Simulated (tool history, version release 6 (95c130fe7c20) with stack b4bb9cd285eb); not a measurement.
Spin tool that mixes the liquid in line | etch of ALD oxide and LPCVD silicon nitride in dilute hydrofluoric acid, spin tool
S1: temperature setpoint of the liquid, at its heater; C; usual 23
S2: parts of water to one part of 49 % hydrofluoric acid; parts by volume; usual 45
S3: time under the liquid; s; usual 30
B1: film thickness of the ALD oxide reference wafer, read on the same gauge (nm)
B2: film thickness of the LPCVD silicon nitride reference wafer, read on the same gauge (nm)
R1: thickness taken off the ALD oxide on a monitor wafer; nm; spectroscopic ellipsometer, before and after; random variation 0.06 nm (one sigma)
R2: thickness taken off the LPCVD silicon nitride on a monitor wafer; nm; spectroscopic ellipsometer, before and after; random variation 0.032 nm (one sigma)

run,hour,S1,S2,S3,B1,B2,R1,R2
1,0,23,45,30,100,99.991,14.9,0.379
2,29.1,27.5,35,50,100.02,99.994,39.01,0.984
3,57.5,18.5,60,50,100.01,99.991,15.31,0.373
4,73.2,23,25,35,100.01,99.962,32.45,0.724
5,95,23,45,30,99.99,100.019,15.04,0.358
6,129.7,19,25,35,100.01,99.995,27.33,0.681
7,143.6,23,60,30,99.97,100.012,11.11,0.257
8,174,21,65,20,99.99,99.993,6.25,0.141
9,199.8,27.5,25,30,100,100.029,33.84,0.832
10,229.4,27,45,30,99.99,99.998,17.81,0.488
11,262.8,26,45,30,99.98,100.048,17.17,0.363
12,289.1,27.5,60,30,99.96,100.009,13.53,0.392
# hour 302.9: thermometer replaced
13,303.4,23,45,30,99.99,100.006,14.06,0.29
# hour 333.1: gauge calibrated
14,337.1,25.5,55,45,100.02,99.998,18.94,0.444
15,367,23,45,25,99.99,100,11.89,0.269
16,383,25.5,55,40,100.02,100.025,16.83,0.484
17,403.1,23,45,30,100,99.974,14.14,0.291
18,435.7,23,45,45,100,99.989,21.27,0.48
19,458,27.5,45,30,99.96,99.987,17.13,0.453
20,481.7,19,45,30,100,100.007,11.99,0.289
21,515.4,24.5,65,25,100.01,99.998,8.53,0.185
22,548.4,23,45,35,99.99,99.986,16.73,0.378
23,577,23,55,35,100.01,100.028,13.5,0.345
24,611.4,24.5,45,30,100,99.985,15.39,0.385
25,627.1,23,45,30,100,99.967,14.5,0.38

Hidden state or all else? Some run-to-run changes of R1, split into what the settings, what came in and random variation would give without the hidden state, and what is left for the hidden state (with any gauge scatter that isn't in both results):
The hidden state here: liquid hotter than its thermometer reads (K); hydrofluoric acid flow above the setpoint (%); gauge reads high (%).
Run 1 -> 2: S1 23 -> 27.5, S2 45 -> 35, S3 30 -> 50. R1 +24.11 nm: hidden state +2.5, all else +21.61.
Run 8 -> 9: S1 21 -> 27.5, S2 65 -> 25, S3 20 -> 30. R1 +27.59 nm: hidden state +3.26, all else +24.33.
